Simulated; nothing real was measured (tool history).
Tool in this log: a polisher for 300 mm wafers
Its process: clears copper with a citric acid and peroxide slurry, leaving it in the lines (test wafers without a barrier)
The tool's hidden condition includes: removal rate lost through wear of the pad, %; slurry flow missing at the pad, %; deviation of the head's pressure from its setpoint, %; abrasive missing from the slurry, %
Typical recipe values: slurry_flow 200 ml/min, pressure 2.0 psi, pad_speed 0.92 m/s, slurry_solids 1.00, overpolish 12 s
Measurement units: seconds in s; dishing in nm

run,hour,slurry_flow,pressure,pad_speed,slurry_solids,overpolish,wafers since the last listed run,wafers polished on this pad,hours since the slurry nozzle was cleaned,hours since the head pressure was calibrated,hours since the slurry blender was calibrated,"incoming thickness of the incoming film, nm",seconds,dishing
1,0.0,200,2.0,0.92,1.00,12,0,151,205.1,1208.3,117.6,120.0,106.4,10.5
2,11.3,200,2.0,0.92,1.00,12,68,219,216.4,1219.6,128.9,118.1,103.8,10.5
3,18.0,200,2.0,0.92,1.00,12,40,259,223.1,1226.3,135.6,120.6,107.6,10.8
4,33.2,200,2.0,0.92,1.00,12,91,351,238.3,1241.5,150.8,119.8,105.2,10.2
5,46.3,200,2.0,0.92,1.00,12,78,430,251.4,1254.6,163.9,118.4,105.4,10.2
# hour 48.8: head pressure recalibrated
# hour 62.7: slurry nozzle cleaned
6,63.2,200,2.0,0.92,1.00,12,83,514,0.5,14.4,180.8,120.9,100.3,10.9
7,71.8,240,2.0,0.92,1.00,12,51,565,9.1,23.0,189.4,120.0,97.8,11.3
8,79.8,240,2.0,0.92,1.00,12,48,614,17.1,31.0,197.4,120.9,96.1,11.7
9,93.7,155,2.7,1.08,1.00,15,83,697,31.0,44.9,211.3,119.2,68.0,19.4
10,105.9,235,1.8,0.92,1.00,12,73,771,43.2,57.1,223.5,120.0,104.1,10.3
11,113.4,200,2.0,0.92,1.00,12,45,816,50.7,64.6,231.0,120.1,97.4,11.1
12,121.3,200,2.0,1.10,1.00,12,47,863,58.6,72.5,238.9,121.3,82.5,13.0
13,136.2,200,2.0,0.92,1.00,12,89,953,73.5,87.4,253.8,121.2,98.4,11.2
14,142.6,200,2.0,0.92,1.00,12,38,992,79.9,93.8,260.2,119.5,98.2,11.2
15,150.1,200,2.0,0.92,1.20,12,45,1037,87.4,101.3,267.7,122.3,95.1,11.5
16,157.2,150,2.4,0.92,0.75,12,42,1080,94.5,108.4,274.8,120.1,93.4,12.1
17,167.0,265,2.6,1.24,1.00,8,59,1139,104.3,118.2,284.6,121.0,58.4,12.8
18,181.8,170,2.0,0.92,0.80,9,89,1228,119.1,133.0,299.4,119.9,102.1,7.9
# hour 185.7: slurry blender recalibrated
19,197.9,200,1.5,0.68,1.00,8,84,1313,135.2,149.1,12.2,122.0,166.0,4.6
# hour 219.4: worn pad replaced by a new one
20,219.9,200,2.0,0.92,1.25,12,108,2,157.2,171.1,34.2,121.1,94.8,11.4
21,226.6,255,1.3,0.78,1.00,12,40,43,163.9,177.8,40.9,119.5,150.6,7.2
22,244.0,160,2.0,0.92,1.00,17,104,147,181.3,195.2,58.3,120.1,103.7,15.2
23,250.4,260,2.0,0.64,1.00,12,38,186,187.7,201.6,64.7,119.7,134.8,7.9
# hour 292.0: slurry nozzle cleaned
24,298.4,200,2.0,0.92,1.00,12,283,469,6.4,249.6,112.7,117.9,96.4,11.1
25,345.3,200,2.0,0.92,1.00,12,282,751,53.3,296.5,159.6,121.8,100.4,11.3
26,354.3,200,2.0,0.92,1.00,16,54,806,62.3,305.5,168.6,118.2,98.3,14.7
27,371.0,265,2.6,1.24,1.00,8,100,906,79.0,322.2,185.3,122.8,59.8,12.0
28,381.6,200,1.8,0.92,1.00,18,63,970,89.6,332.8,195.9,121.1,107.6,14.9

State the hidden condition of the tool at each of the runs:
removal rate lost through wear of the pad, %: 0, the same for each run
slurry flow missing at the pad, %: 0, the same for each run
abrasive missing from the slurry, %: 0, the same for each run
H1: deviation of the head's pressure from its setpoint, %
run,H1
1,-11.5
2,-11.6
3,-11.7
4,-11.8
5,-11.9
6,-0.338
7,-0.408
8,-0.474
9,-0.588
10,-0.687
11,-0.749
12,-0.814
13,-0.936
14,-0.988
15,-1.05
16,-1.11
17,-1.19
18,-1.31
19,-1.44
20,-1.62
21,-1.68
22,-1.82
23,-1.87
24,-2.27
25,-2.65
26,-2.72
27,-2.86
28,-2.95
